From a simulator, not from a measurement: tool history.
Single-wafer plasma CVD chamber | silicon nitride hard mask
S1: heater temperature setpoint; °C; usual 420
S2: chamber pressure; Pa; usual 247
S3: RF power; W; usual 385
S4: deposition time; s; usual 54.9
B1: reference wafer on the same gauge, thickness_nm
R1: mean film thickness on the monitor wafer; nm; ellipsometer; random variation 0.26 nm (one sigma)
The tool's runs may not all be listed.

run,hour,S1,S2,S3,S4,B1,R1
1,0,420,247,385,54.9,82.313,75.858
# hour 31.2: capacitance manometer re-zeroed and calibrated
2,31.7,420,283,385,54.9,82.38,76.175
3,35.7,420,247,345,54.9,82.283,69.26
4,67.3,420,247,345,54.9,82.27,68.885
5,94.9,420,247,345,54.9,82.348,69.29
6,121.3,420,247,420,54.9,82.289,78.201
7,145.2,420,192,385,54.9,82.257,70.651
8,158.6,428,247,385,54.9,82.316,74.128
9,179.9,420,247,385,64.3,82.395,86.781
10,213.4,420,209,315,59.9,82.333,68.889
11,238.1,431,276,385,65,82.336,89.532
12,265,420,283,410,54.9,82.298,79.21
13,288,420,247,385,54.9,82.335,74.305
14,313.6,416,247,385,47.2,82.273,64.343
15,339.6,420,247,325,45.5,82.329,55.554
16,369.7,420,247,385,54.9,82.256,74.388
# hour 379.1: thermocouple changed; heater temperature recalibrated
17,386.5,420,308,385,54.9,82.277,77.571
18,422,420,247,385,54.9,82.305,74.254
# hour 467.7: RF generator calibrated
# hour 520.5: gauge calibrated
19,525.8,420,299,385,63.5,82.311,89.726
20,556.1,420,247,385,45,82.262,61.224
21,577.9,409,192,360,45.1,82.287,55.919
22,609,425,215,385,47.6,82.353,62.383
23,631.4,420,247,385,54.9,82.266,74.584
24,657.5,420,247,385,54.9,82.292,74.761
25,676.3,432,205,385,54.9,82.303,71.668
26,694.2,433,296,360,58.9,82.284,79.203
27,716.6,431,247,385,54.9,82.319,73.865
28,743.1,427,247,385,54.9,82.33,74.198
29,774,426,247,385,54.9,82.361,74.076
30,792.2,420,247,420,44,82.297,62.901

3 ways to go on from here, each from the tool as it stands after run 30. What would each give?
A,792.6,420,247,385,54.9,?,?
B,792.6,416,247,315,54.9,?,?
C,792.6,420,196,460,54.9,?,?

run,B1,R1
A,82.202,74.672
B,82.202,66.001
C,82.202,78.894
Without the tool's hidden state the same runs would have given:
run,R1
A,74.186
B,65.572
C,78.359
